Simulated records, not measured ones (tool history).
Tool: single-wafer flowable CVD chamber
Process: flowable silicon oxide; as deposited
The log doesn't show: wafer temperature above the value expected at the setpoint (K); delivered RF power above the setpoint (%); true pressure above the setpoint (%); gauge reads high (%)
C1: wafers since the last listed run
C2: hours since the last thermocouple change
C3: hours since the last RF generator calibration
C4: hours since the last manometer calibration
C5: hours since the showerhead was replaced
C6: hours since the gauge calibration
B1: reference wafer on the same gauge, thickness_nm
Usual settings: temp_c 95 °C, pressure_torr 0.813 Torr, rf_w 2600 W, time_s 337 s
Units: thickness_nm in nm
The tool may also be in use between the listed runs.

Run 1, hour 0: usual settings but time_s 351 s; C1 0; C2 726.5; C3 1196.3; C4 594.2; C5 3421.1; C6 1583.1; B1 239.09. Result: thickness_nm 278.355 nm.
Run 2, hour 37.7: usual settings but temp_c 104 °C; C1 178; C2 764.2; C3 1234; C4 631.9; C5 3458.8; C6 1620.8; B1 239.076. Result: thickness_nm 206.036 nm.
At hour 50.5: RF generator calibrated.
Run 3, hour 76: usual settings but rf_w 2185 W; C1 143; C2 802.5; C3 25.5; C4 670.2; C5 3497.1; C6 1659.1; B1 239.067. Result: thickness_nm 258.11 nm.
Run 4, hour 124.3: usual settings but rf_w 2185 W; C1 229; C2 850.8; C3 73.8; C4 718.5; C5 3545.4; C6 1707.4; B1 238.996. Result: thickness_nm 259.133 nm.
Run 5, hour 185.9: usual settings but rf_w 2185 W; C1 292; C2 912.4; C3 135.4; C4 780.1; C5 3607; C6 1769; B1 239.042. Result: thickness_nm 258.669 nm.
Run 6, hour 243.1: usual settings; C1 271; C2 969.6; C3 192.6; C4 837.3; C5 3664.2; C6 1826.2; B1 239.075. Result: thickness_nm 269.377 nm.
Run 7, hour 297.4: usual settings but rf_w 2995 W; C1 257; C2 1023.9; C3 246.9; C4 891.6; C5 3718.5; C6 1880.5; B1 238.893. Result: thickness_nm 273.293 nm.
Run 8, hour 350.9: usual settings; C1 253; C2 1077.4; C3 300.4; C4 945.1; C5 3772; C6 1934; B1 239.035. Result: thickness_nm 269.161 nm.
Run 9, hour 376.7: usual settings but temp_c 89 °C, rf_w 2890 W, time_s 303 s; C1 122; C2 1103.2; C3 326.2; C4 970.9; C5 3797.8; C6 1959.8; B1 238.99. Result: thickness_nm 291.926 nm.
Run 10, hour 416.6: usual settings but pressure_torr 0.691 Torr; C1 189; C2 1143.1; C3 366.1; C4 1010.8; C5 3837.7; C6 1999.7; B1 239.063. Result: thickness_nm 228.69 nm.
At hour 465.1: gauge calibrated.
At hour 474.3: showerhead replaced.
Run 11, hour 478.8: usual settings but temp_c 87 °C, pressure_torr 0.724 Torr, rf_w 3040 W; C1 257; C2 1205.3; C3 428.3; C4 1073; C5 4.5; C6 13.7; B1 238.989. Result: thickness_nm 307.597 nm.
At hour 515.1: capacitance manometer re-zeroed and calibrated.
Run 12, hour 535.1: usual settings but rf_w 2975 W; C1 229; C2 1261.6; C3 484.6; C4 20; C5 60.8; C6 70; B1 239.1. Result: thickness_nm 273.438 nm.
Run 13, hour 670.5: usual settings but pressure_torr 0.702 Torr, rf_w 2345 W; C1 642; C2 1397; C3 620; C4 155.4; C5 196.2; C6 205.4; B1 239.044. Result: thickness_nm 230.239 nm.
Run 14, hour 700.4: usual settings but temp_c 110 °C, time_s 368 s; C1 141; C2 1426.9; C3 649.9; C4 185.3; C5 226.1; C6 235.3; B1 239.223. Result: thickness_nm 190.991 nm.
Run 15, hour 750.9: usual settings but temp_c 83 °C; C1 239; C2 1477.4; C3 700.4; C4 235.8; C5 276.6; C6 285.8; B1 239.07. Result: thickness_nm 376.78 nm.
Run 16, hour 779.9: usual settings; C1 137; C2 1506.4; C3 729.4; C4 264.8; C5 305.6; C6 314.8; B1 239.049. Result: thickness_nm 270.935 nm.
Run 17, hour 840: usual settings; C1 285; C2 1566.5; C3 789.5; C4 324.9; C5 365.7; C6 374.9; B1 238.941. Result: thickness_nm 272.199 nm.
Run 18, hour 903.4: usual settings but rf_w 3100 W; C1 300; C2 1629.9; C3 852.9; C4 388.3; C5 429.1; C6 438.3; B1 238.949. Result: thickness_nm 277.122 nm.
Run 19, hour 953.9: usual settings but pressure_torr 0.677 Torr; C1 239; C2 1680.4; C3 903.4; C4 438.8; C5 479.6; C6 488.8; B1 239.118. Result: thickness_nm 227.486 nm.
Run 20, hour 993.7: usual settings but pressure_torr 0.702 Torr, time_s 296 s; C1 188; C2 1720.2; C3 943.2; C4 478.6; C5 519.4; C6 528.6; B1 239.057. Result: thickness_nm 206.849 nm.
Run 21, hour 1031.9: usual settings but temp_c 81 °C, pressure_torr 0.69 Torr; C1 181; C2 1758.4; C3 981.4; C4 516.8; C5 557.6; C6 566.8; B1 239.189. Result: thickness_nm 340.294 nm.
At hour 1090.2: thermocouple changed; heater temperature recalibrated.
Run 22, hour 1090.7: usual settings but rf_w 2835 W; C1 241; C2 0.5; C3 1040.2; C4 575.6; C5 616.4; C6 625.6; B1 239.008. Result: thickness_nm 267.76 nm.
Run 23, hour 1112.3: usual settings but rf_w 2835 W; C1 102; C2 22.1; C3 1061.8; C4 597.2; C5 638; C6 647.2; B1 238.939. Result: thickness_nm 266.983 nm.
At hour 1239.4: RF generator calibrated.
Run 24, hour 1313.2: usual settings; C1 915; C2 223; C3 73.8; C4 798.1; C5 838.9; C6 848.1; B1 239.072. Result: thickness_nm 264.516 nm.
Run 25, hour 1370.7: usual settings; C1 272; C2 280.5; C3 131.3; C4 855.6; C5 896.4; C6 905.6; B1 239.005. Result: thickness_nm 264.501 nm.
Run 26, hour 1420.3: usual settings but temp_c 84 °C; C1 235; C2 330.1; C3 180.9; C4 905.2; C5 946; C6 955.2; B1 238.983. Result: thickness_nm 358.829 nm.
Run 27, hour 1485.8: usual settings but temp_c 109 °C, pressure_torr 0.66 Torr, rf_w 2160 W, time_s 363 s; C1 310; C2 395.6; C3 246.4; C4 970.7; C5 1011.5; C6 1020.7; B1 238.932. Result: thickness_nm 147.753 nm.
Run 28, hour 1525.1: usual settings but temp_c 90 °C, pressure_torr 0.928 Torr, rf_w 2870 W, time_s 313 s; C1 186; C2 434.9; C3 285.7; C4 1010; C5 1050.8; C6 1060; B1 239.094. Result: thickness_nm 329.017 nm.
At hour 1550.4: capacitance manometer re-zeroed and calibrated.
Run 29, hour 1593.7: usual settings but temp_c 100 °C, rf_w 2855 W; C1 287; C2 503.5; C3 354.3; C4 43.3; C5 1119.4; C6 1128.6; B1 238.961. Result: thickness_nm 230.821 nm.

Hidden state at the last listed run before each entry between runs and at the first one after, where it differs:
Between runs 2 and 3: RF generator calibrated (hour 50.5)
  wafer temperature above the value expected at the setpoint (K): -0.475 -> -0.493
  measured less the result without the state, thickness_nm: +2.881 -> +3.689 nm
Between runs 10 and 11: gauge calibrated (hour 465.1); showerhead replaced (hour 474.3)
  wafer temperature above the value expected at the setpoint (K): -0.695 -> -0.739
  measured less the result without the state, thickness_nm: +4.597 -> +5.846 nm
Between runs 11 and 12: capacitance manometer re-zeroed and calibrated (hour 515.1)
  wafer temperature above the value expected at the setpoint (K): -0.739 -> -0.782
  measured less the result without the state, thickness_nm: +5.846 -> +6.176 nm
Between runs 21 and 22: thermocouple changed; heater temperature recalibrated (hour 1090.2)
  wafer temperature above the value expected at the setpoint (K): -1.24 -> -0.0643
  measured less the result without the state, thickness_nm: +11.099 -> +0.502 nm
Between runs 23 and 24: RF generator calibrated (hour 1239.4)
  wafer temperature above the value expected at the setpoint (K): -0.0645 -> -0.0795
  measured less the result without the state, thickness_nm: +0.502 -> +0.613 nm
Between runs 28 and 29: capacitance manometer re-zeroed and calibrated (hour 1550.4)
  wafer temperature above the value expected at the setpoint (K): -0.122 -> -0.142
  measured less the result without the state, thickness_nm: +1.198 -> +0.93 nm
